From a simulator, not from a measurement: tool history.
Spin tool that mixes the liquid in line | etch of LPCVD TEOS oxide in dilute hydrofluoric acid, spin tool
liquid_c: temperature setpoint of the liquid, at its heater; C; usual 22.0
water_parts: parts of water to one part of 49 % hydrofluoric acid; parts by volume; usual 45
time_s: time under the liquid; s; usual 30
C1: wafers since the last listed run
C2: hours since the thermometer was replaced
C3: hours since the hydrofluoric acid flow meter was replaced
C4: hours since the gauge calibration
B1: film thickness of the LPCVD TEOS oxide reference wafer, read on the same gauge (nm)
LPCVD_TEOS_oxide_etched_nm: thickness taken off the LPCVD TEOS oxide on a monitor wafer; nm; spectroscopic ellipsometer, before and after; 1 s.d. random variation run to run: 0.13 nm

Run 1, hour 0.0: usual settings but time_s 25 s; C1 0; C2 644.8; C3 1618.6; C4 333.5; B1 119.72. Result: LPCVD_TEOS_oxide_etched_nm 32.06 nm.
Run 2, hour 90.8: usual settings but time_s 25 s; C1 1387; C2 735.6; C3 1709.4; C4 424.3; B1 119.31. Result: LPCVD_TEOS_oxide_etched_nm 31.99 nm.
Run 3, hour 138.6: usual settings but time_s 40 s; C1 730; C2 783.4; C3 1757.2; C4 472.1; B1 119.00. Result: LPCVD_TEOS_oxide_etched_nm 50.81 nm.
Run 4, hour 165.0: usual settings but water_parts 50 parts by volume; C1 403; C2 809.8; C3 1783.6; C4 498.5; B1 118.81. Result: LPCVD_TEOS_oxide_etched_nm 33.82 nm.
Run 5, hour 196.6: usual settings but water_parts 50 parts by volume, time_s 40 s; C1 482; C2 841.4; C3 1815.2; C4 530.1; B1 118.68. Result: LPCVD_TEOS_oxide_etched_nm 45.28 nm.
Run 6, hour 221.2: usual settings but water_parts 50 parts by volume, time_s 40 s; C1 375; C2 866.0; C3 1839.8; C4 554.7; B1 118.47. Result: LPCVD_TEOS_oxide_etched_nm 45.51 nm.
Run 7, hour 293.0: usual settings but liquid_c 25.5 C, time_s 25 s; C1 1097; C2 937.8; C3 1911.6; C4 626.5; B1 117.97. Result: LPCVD_TEOS_oxide_etched_nm 36.28 nm.
Run 8, hour 324.1: usual settings but liquid_c 25.5 C, time_s 25 s; C1 475; C2 968.9; C3 1942.7; C4 657.6; B1 117.67. Result: LPCVD_TEOS_oxide_etched_nm 35.97 nm.
Run 9, hour 384.3: usual settings; C1 919; C2 1029.1; C3 2002.9; C4 717.8; B1 117.18. Result: LPCVD_TEOS_oxide_etched_nm 37.21 nm.
At hour 405.7: gauge calibrated.
Run 10, hour 430.2: usual settings; C1 701; C2 1075.0; C3 2048.8; C4 24.5; B1 119.80. Result: LPCVD_TEOS_oxide_etched_nm 38.25 nm.
Run 11, hour 577.6: usual settings; C1 2252; C2 1222.4; C3 2196.2; C4 171.9; B1 119.60. Result: LPCVD_TEOS_oxide_etched_nm 38.16 nm.
Run 12, hour 631.7: usual settings but liquid_c 19.0 C, water_parts 30 parts by volume, time_s 15 s; C1 826; C2 1276.5; C3 2250.3; C4 226.0; B1 119.50. Result: LPCVD_TEOS_oxide_etched_nm 25.58 nm.
Run 13, hour 689.9: usual settings but liquid_c 19.0 C, water_parts 65 parts by volume; C1 889; C2 1334.7; C3 2308.5; C4 284.2; B1 119.29. Result: LPCVD_TEOS_oxide_etched_nm 22.61 nm.
At hour 697.9: thermometer replaced.
Run 14, hour 757.3: usual settings but liquid_c 27.0 C, time_s 20 s; C1 1014; C2 59.4; C3 2375.9; C4 351.6; B1 118.99. Result: LPCVD_TEOS_oxide_etched_nm 31.13 nm.
Run 15, hour 793.0: usual settings but time_s 15 s; C1 545; C2 95.1; C3 2411.6; C4 387.3; B1 118.86. Result: LPCVD_TEOS_oxide_etched_nm 19.01 nm.
Run 16, hour 864.3: usual settings but liquid_c 25.0 C, water_parts 30 parts by volume; C1 1089; C2 166.4; C3 2482.9; C4 458.6; B1 118.45. Result: LPCVD_TEOS_oxide_etched_nm 65.49 nm.
At hour 866.8: hydrofluoric acid flow meter replaced.
Run 17, hour 926.7: usual settings but liquid_c 26.0 C, water_parts 50 parts by volume, time_s 15 s; C1 938; C2 228.8; C3 59.9; C4 521.0; B1 118.08. Result: LPCVD_TEOS_oxide_etched_nm 19.88 nm.
Run 18, hour 961.6: usual settings but liquid_c 26.5 C, water_parts 60 parts by volume, time_s 25 s; C1 533; C2 263.7; C3 94.8; C4 555.9; B1 117.82. Result: LPCVD_TEOS_oxide_etched_nm 27.72 nm.
At hour 975.1: gauge calibrated.
Run 19, hour 1010.0: usual settings; C1 739; C2 312.1; C3 143.2; C4 34.9; B1 120.08. Result: LPCVD_TEOS_oxide_etched_nm 38.52 nm.
Run 20, hour 1048.8: usual settings but liquid_c 26.0 C, time_s 40 s; C1 592; C2 350.9; C3 182.0; C4 73.7; B1 120.07. Result: LPCVD_TEOS_oxide_etched_nm 60.33 nm.
Run 21, hour 1087.7: usual settings; C1 594; C2 389.8; C3 220.9; C4 112.6; B1 120.01. Result: LPCVD_TEOS_oxide_etched_nm 38.56 nm.
Run 22, hour 1140.5: usual settings but liquid_c 17.0 C, water_parts 60 parts by volume, time_s 15 s; C1 806; C2 442.6; C3 273.7; C4 165.4; B1 119.94. Result: LPCVD_TEOS_oxide_etched_nm 11.44 nm.

How the hidden state differs across the entries between the runs, from the last listed run before each to the first after it:
After run 9, before run 10: gauge calibrated (hour 405.7)
  gauge reads high (%): -2.37 -> -0.177
  measured result minus the result with no hidden state, LPCVD_TEOS_oxide_etched_nm: -0.90 -> -0.07 nm
After run 13, before run 14: thermometer replaced (hour 697.9)
  gauge reads high (%): -0.601 -> -0.828
  measured result minus the result with no hidden state, LPCVD_TEOS_oxide_etched_nm: -0.14 -> -0.26 nm
After run 16, before run 17: hydrofluoric acid flow meter replaced (hour 866.8)
  gauge reads high (%): -1.29 -> -1.61
  measured result minus the result with no hidden state, LPCVD_TEOS_oxide_etched_nm: -0.86 -> -0.32 nm
After run 18, before run 19: gauge calibrated (hour 975.1)
  gauge reads high (%): -1.81 -> 0.0704
  measured result minus the result with no hidden state, LPCVD_TEOS_oxide_etched_nm: -0.51 -> +0.03 nm
